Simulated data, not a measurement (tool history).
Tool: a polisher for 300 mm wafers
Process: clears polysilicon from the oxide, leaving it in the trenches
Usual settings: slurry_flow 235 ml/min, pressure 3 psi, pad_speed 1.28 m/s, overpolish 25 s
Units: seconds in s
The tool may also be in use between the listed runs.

run   hour  slurry_flow  pressure  pad_speed  overpolish  wafers since the last listed run  wafers polished on this pad  hours since the slurry nozzle was cleaned  hours since the head pressure was calibrated  incoming thickness of the incoming film, nm  seconds
  1      0          235       3.3       1.28          25                                 0                          154                                       65.9                                         325.9                                        659.1     30.7
  2   46.6          285         3       1.28          25                               340                          495                                      112.5                                         372.5                                        654.9     33.3
  3   57.6          285         3       1.28          25                                80                          575                                      123.5                                         383.5                                        650.4     33.1
      69.7  -- worn pad replaced by a new one
  4   72.8          285         3       1.28          25                                81                           22                                      138.7                                         398.7                                          652     34.1
  5     89          275         3       1.28          25                               118                          141                                      154.9                                         414.9                                        665.1     33.7
  6  105.4          235         3       1.28          25                               119                          261                                      171.3                                         431.3                                        664.6     33.8
  7    117          235         3       1.28          25                                84                          346                                      182.9                                         442.9                                        652.2     33.6
  8  132.8          235         3        1.6          25                               115                          461                                      198.7                                         458.7                                        647.5     26.1
  9  150.2          235         3        1.6          25                               127                          588                                      216.1                                         476.1                                        651.2     27.1
 10  159.1          235         3       1.54          25                                65                          653                                        225                                           485                                        667.6     28.6
     166.3  -- worn pad replaced by a new one
 11  169.4          235         3       1.28          25                                46                           23                                      235.3                                         495.3                                        659.9     33.8
 12    185          235         3       1.28          25                               114                          137                                      250.9                                         510.9                                        659.7     33.4
 13  197.1          235         3       1.28          25                                88                          225                                        263                                           523                                        653.8     34.8
 14  203.2          235         3       1.28          25                                44                          270                                      269.1                                         529.1                                          658     33.6
 15  212.2          235         3       1.28          25                                65                          336                                      278.1                                         538.1                                          662     34.1
 16  223.8          235         3       1.28          25                                84                          420                                      289.7                                         549.7                                        663.1     34.4
 17  236.5          235         3       1.28          25                                92                          513                                      302.4                                         562.4                                          653     32.7
 18  246.8          235         3       1.28          25                                75                          589                                      312.7                                         572.7                                        656.2     33.3
     254.2  -- head pressure recalibrated
 19  261.7          200       3.6       1.58          14                                94                          683                                      327.6                                           7.5                                        652.4     22.5
     274.1  -- worn pad replaced by a new one
 20  278.2          235         3       1.28          25                                91                           30                                      344.1                                            24                                        648.4     33.4
 21    287          235       3.6       1.28          25                                64                           94                                      352.9                                          32.8                                        660.4     28.6
 22  296.6          305       2.4        1.4          12                                70                          164                                      362.5                                          42.4                                        655.3       37
 23  314.6          180         3       1.02          25                               131                          296                                      380.5                                          60.4                                        662.9     43.5
     328.9  -- slurry nozzle cleaned
 24  330.4          305         3       1.28          33                               108                          404                                        1.5                                          76.2                                          660     32.5

Run 25 comes next. What will it give?
 25  336.9          180         3        1.7          25                                47                          452                                          8                                          82.7                                        671.6        ?

{"run 25": {"seconds": 26.8}}
Without the tool's hidden state the same run would have given seconds 26.8 s.
